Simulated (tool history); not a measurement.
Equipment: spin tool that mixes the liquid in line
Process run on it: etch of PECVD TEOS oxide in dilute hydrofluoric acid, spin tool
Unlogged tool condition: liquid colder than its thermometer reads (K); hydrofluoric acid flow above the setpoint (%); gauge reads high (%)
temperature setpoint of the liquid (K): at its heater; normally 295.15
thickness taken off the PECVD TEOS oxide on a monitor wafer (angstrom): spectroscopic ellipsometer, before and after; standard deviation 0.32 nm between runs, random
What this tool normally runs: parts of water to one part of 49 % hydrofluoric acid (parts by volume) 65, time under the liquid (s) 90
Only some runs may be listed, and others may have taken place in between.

run   hour  temperature setpoint of the liquid (K)  parts of water to one part of 49 % hydrofluoric acid (parts by volume)  time under the liquid (s)  wafers since the last listed run  hours since the thermometer was replaced  hours since the hydrofluoric acid flow meter was replaced  hours since the gauge calibration  read-back film thickness of the PECVD TEOS oxide reference wafer, read on the same gauge (nm)  thickness taken off the PECVD TEOS oxide on a monitor wafer (angstrom)
  1      0                                  295.15                                                                      65                         90                                 0                                    2515.1                                                      541.9                              472.2                                                                                             90                                                                   375.6
  2   15.8                                  295.15                                                                      65                         90                               161                                    2530.9                                                      557.7                                488                                                                                             90                                                                     377
  3   49.7                                  295.15                                                                      65                         90                               346                                    2564.8                                                      591.6                              521.9                                                                                          89.97                                                                     382
  4    112                                  295.15                                                                      65                         90                               636                                    2627.1                                                      653.9                              584.2                                                                                          89.96                                                                   374.4
  5  129.1                                  291.65                                                                      75                         90                               174                                    2644.2                                                        671                              601.3                                                                                             90                                                                     276
  6  145.8                                  291.65                                                                      75                         90                               170                                    2660.9                                                      687.7                                618                                                                                          90.01                                                                   280.6
     155.7  -- gauge calibrated
  7  165.3                                  291.65                                                                      75                         90                               199                                    2680.4                                                      707.2                                9.6                                                                                          90.01                                                                   279.6
  8  183.3                                  297.15                                                                      65                         90                               183                                    2698.4                                                      725.2                               27.6                                                                                             90                                                                     413
  9  200.9                                  297.15                                                                      65                         90                               179                                      2716                                                      742.8                               45.2                                                                                          90.01                                                                   409.5
 10  232.6                                  295.15                                                                      65                         50                               323                                    2747.7                                                      774.5                               76.9                                                                                             90                                                                   213.5
 11  246.7                                  293.15                                                                      45                         90                               144                                    2761.8                                                      788.6                                 91                                                                                          90.02                                                                   508.5
 12  338.7                                  295.15                                                                      55                         90                               940                                    2853.8                                                      880.6                                183                                                                                          90.02                                                                   458.5
     358.3  -- thermometer replaced
 13  373.7                                  290.65                                                                      65                         90                               347                                      15.4                                                      915.6                                218                                                                                             90                                                                   354.6
 14  403.7                                  296.65                                                                      55                         60                               306                                      45.4                                                      945.6                                248                                                                                             90                                                                   357.8
 15  427.5                                  299.65                                                                      50                         90                               243                                      69.2                                                      969.4                              271.8                                                                                          90.03                                                                   667.6
 16    441                                  295.15                                                                      65                         90                               137                                      82.7                                                      982.9                              285.3                                                                                          90.02                                                                   421.1
 17  467.3                                  295.15                                                                      65                        130                               268                                       109                                                     1009.2                              311.6                                                                                             90                                                                   615.5
     474.5  -- hydrofluoric acid flow meter replaced
 18  500.1                                  295.15                                                                      65                         90                               324                                     141.8                                                       25.6                              344.4                                                                                          89.99                                                                   384.8
 19  520.7                                  295.15                                                                      75                         90                               210                                     162.4                                                       46.2                                365                                                                                          90.01                                                                   330.7
 20  551.7                                  295.15                                                                      65                         90                               316                                     193.4                                                       77.2                                396                                                                                          89.99                                                                     386
 21  584.8                                  295.15                                                                      85                         90                               338                                     226.5                                                      110.3                              429.1                                                                                             90                                                                     288
 22  618.2                                  295.15                                                                      65                         60                               341                                     259.9                                                      143.7                              462.5                                                                                          90.02                                                                   260.2
 23  630.3                                  298.15                                                                      35                         90                               123                                       272                                                      155.8                              474.6                                                                                          89.95                                                                   869.2
 24  659.1                                  295.15                                                                      65                         90                               294                                     300.8                                                      184.6                              503.4                                                                                          90.02                                                                   385.8
 25    682                                  295.15                                                                      65                         90                               234                                     323.7                                                      207.5                              526.3                                                                                             90                                                                   394.6
 26  705.4                                  295.15                                                                      75                         90                               239                                     347.1                                                      230.9                              549.7                                                                                          89.94                                                                   331.2
 27  722.1                                  290.65                                                                      55                         40                               170                                     363.8                                                      247.6                              566.4                                                                                          90.03                                                                   171.3
 28    742                                  297.65                                                                      65                         60                               203                                     383.7                                                      267.5                              586.3                                                                                          89.98                                                                   292.7
 29  763.5                                  295.15                                                                      50                         60                               219                                     405.2                                                        289                              607.8                                                                                          89.97                                                                   352.6
 30  778.6                                  290.65                                                                      40                        145                               154                                     420.3                                                      304.1                              622.9                                                                                          89.99                                                                   872.9
 31  802.8                                  299.65                                                                      50                        130                               247                                     444.5                                                      328.3                              647.1                                                                                          89.96                                                                     901
     832.5  -- gauge calibrated
 32    838                                  295.15                                                                      65                        110                               359                                     479.7                                                      363.5                                5.5                                                                                          90.03                                                                   485.2
 33  861.5                                  295.15                                                                      65                         45                               240                                     503.2                                                        387                                 29                                                                                          90.02                                                                   198.4

A few steps of thickness taken off the PECVD TEOS oxide on a monitor wafer (angstrom) between consecutive runs. Split each: what settings, incoming material and random variation would produce without the hidden state, and what is left over for the hidden state, along with gauge scatter present in only one of the two compared results (measured, and without hidden state):
Run 12 -> 13: temperature setpoint of the liquid (K) 295.15 -> 290.65, parts of water to one part of 49 % hydrofluoric acid (parts by volume) 55 -> 65, thermometer replaced. thickness taken off the PECVD TEOS oxide on a monitor wafer (angstrom) -103.9: hidden state +34.2, all else -138.1.
Run 14 -> 15: temperature setpoint of the liquid (K) 296.65 -> 299.65, parts of water to one part of 49 % hydrofluoric acid (parts by volume) 55 -> 50, time under the liquid (s) 60 -> 90. thickness taken off the PECVD TEOS oxide on a monitor wafer (angstrom) +309.8: hidden state +29.5, all else +280.3.
Run 17 -> 18: time under the liquid (s) 130 -> 90, hydrofluoric acid flow meter replaced. thickness taken off the PECVD TEOS oxide on a monitor wafer (angstrom) -230.7: hidden state -58.1, all else -172.6.
Run 22 -> 23: temperature setpoint of the liquid (K) 295.15 -> 298.15, parts of water to one part of 49 % hydrofluoric acid (parts by volume) 65 -> 35, time under the liquid (s) 60 -> 90. thickness taken off the PECVD TEOS oxide on a monitor wafer (angstrom) +609: hidden state +7.2, all else +601.8.
Run 23 -> 24: temperature setpoint of the liquid (K) 298.15 -> 295.15, parts of water to one part of 49 % hydrofluoric acid (parts by volume) 35 -> 65. thickness taken off the PECVD TEOS oxide on a monitor wafer (angstrom) -483.4: hidden state -4.5, all else -478.9.
Run 29 -> 30: temperature setpoint of the liquid (K) 295.15 -> 290.65, parts of water to one part of 49 % hydrofluoric acid (parts by volume) 50 -> 40, time under the liquid (s) 60 -> 145. thickness taken off the PECVD TEOS oxide on a monitor wafer (angstrom) +520.3: hidden state +10.6, all else +509.7.
